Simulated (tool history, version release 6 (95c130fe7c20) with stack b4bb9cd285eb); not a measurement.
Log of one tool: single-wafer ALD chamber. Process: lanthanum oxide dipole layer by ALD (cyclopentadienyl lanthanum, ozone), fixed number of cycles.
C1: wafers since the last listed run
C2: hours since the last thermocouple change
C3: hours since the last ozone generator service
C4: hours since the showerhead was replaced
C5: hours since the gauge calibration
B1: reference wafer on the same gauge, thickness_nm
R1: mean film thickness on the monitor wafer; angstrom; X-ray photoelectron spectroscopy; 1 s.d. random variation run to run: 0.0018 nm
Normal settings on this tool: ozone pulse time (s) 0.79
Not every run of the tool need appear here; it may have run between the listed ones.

Run 1, hour 0.0: usual settings but ozone pulse time (s) 0.56; C1 0; C2 1444.3; C3 1232.1; C4 3037.6; C5 201.4; B1 0.362. Result: R1 3.09 angstrom.
Run 2, hour 24.3: usual settings but ozone pulse time (s) 0.56; C1 335; C2 1468.6; C3 1256.4; C4 3061.9; C5 225.7; B1 0.362. Result: R1 3.10 angstrom.
Run 3, hour 55.5: usual settings but ozone pulse time (s) 0.56; C1 430; C2 1499.8; C3 1287.6; C4 3093.1; C5 256.9; B1 0.362. Result: R1 3.08 angstrom.
Run 4, hour 89.9: usual settings; C1 474; C2 1534.2; C3 1322.0; C4 3127.5; C5 291.3; B1 0.362. Result: R1 4.03 angstrom.
Run 5, hour 121.0: usual settings; C1 429; C2 1565.3; C3 1353.1; C4 3158.6; C5 322.4; B1 0.362. Result: R1 4.05 angstrom.
Run 6, hour 153.8: usual settings; C1 452; C2 1598.1; C3 1385.9; C4 3191.4; C5 355.2; B1 0.362. Result: R1 4.03 angstrom.
Run 7, hour 189.6: usual settings; C1 494; C2 1633.9; C3 1421.7; C4 3227.2; C5 391.0; B1 0.362. Result: R1 4.01 angstrom.
Run 8, hour 218.0: usual settings; C1 391; C2 1662.3; C3 1450.1; C4 3255.6; C5 419.4; B1 0.362. Result: R1 3.98 angstrom.
Run 9, hour 240.5: usual settings; C1 310; C2 1684.8; C3 1472.6; C4 3278.1; C5 441.9; B1 0.362. Result: R1 3.99 angstrom.
At hour 254.1: showerhead replaced.
Run 10, hour 287.0: usual settings but ozone pulse time (s) 0.56; C1 531; C2 1731.3; C3 1519.1; C4 32.9; C5 488.4; B1 0.362. Result: R1 3.01 angstrom.
At hour 300.4: gauge calibrated.
Run 11, hour 302.1: usual settings; C1 208; C2 1746.4; C3 1534.2; C4 48.0; C5 1.7; B1 0.362. Result: R1 3.94 angstrom.
At hour 324.1: thermocouple changed; heater temperature recalibrated.
Run 12, hour 336.5: usual settings but ozone pulse time (s) 0.99; C1 364; C2 12.4; C3 1568.6; C4 82.4; C5 36.1; B1 0.362. Result: R1 4.49 angstrom.
Run 13, hour 382.9: usual settings; C1 640; C2 58.8; C3 1615.0; C4 128.8; C5 82.5; B1 0.362. Result: R1 3.94 angstrom.
At hour 394.4: ozone generator serviced.
Run 14, hour 408.2: usual settings but ozone pulse time (s) 0.71; C1 238; C2 84.1; C3 13.8; C4 154.1; C5 107.8; B1 0.362. Result: R1 4.18 angstrom.
Run 15, hour 430.1: usual settings but ozone pulse time (s) 1.03; C1 302; C2 106.0; C3 35.7; C4 176.0; C5 129.7; B1 0.362. Result: R1 5.00 angstrom.
Run 16, hour 457.5: usual settings but ozone pulse time (s) 1.00; C1 378; C2 133.4; C3 63.1; C4 203.4; C5 157.1; B1 0.362. Result: R1 4.91 angstrom.
Run 17, hour 477.3: usual settings but ozone pulse time (s) 1.08; C1 273; C2 153.2; C3 82.9; C4 223.2; C5 176.9; B1 0.362. Result: R1 5.04 angstrom.
Run 18, hour 499.0: usual settings; C1 299; C2 174.9; C3 104.6; C4 244.9; C5 198.6; B1 0.362. Result: R1 4.44 angstrom.
Run 19, hour 511.9: usual settings but ozone pulse time (s) 1.07; C1 178; C2 187.8; C3 117.5; C4 257.8; C5 211.5; B1 0.362. Result: R1 5.02 angstrom.

3 ways to go on from here, each from the tool as it stands after run 19. What would each give?
Run A, hour 512.3: usual settings; C1 5; C2 188.2; C3 117.9; C4 258.2; C5 211.9; B1 ?. Result: R1 ?.
Run B, hour 512.3: usual settings but ozone pulse time (s) 1.06; C1 5; C2 188.2; C3 117.9; C4 258.2; C5 211.9; B1 ?. Result: R1 ?.
Run C, hour 512.3: usual settings but ozone pulse time (s) 0.58; C1 5; C2 188.2; C3 117.9; C4 258.2; C5 211.9; B1 ?. Result: R1 ?.

run     B1    R1
  A  0.362  4.44
  B  0.362  5.04
  C  0.362  3.59
Take away the tool's hidden state, keep each run's random variation, and the runs would have read:
run    R1
  A  4.49
  B  5.07
  C  3.64
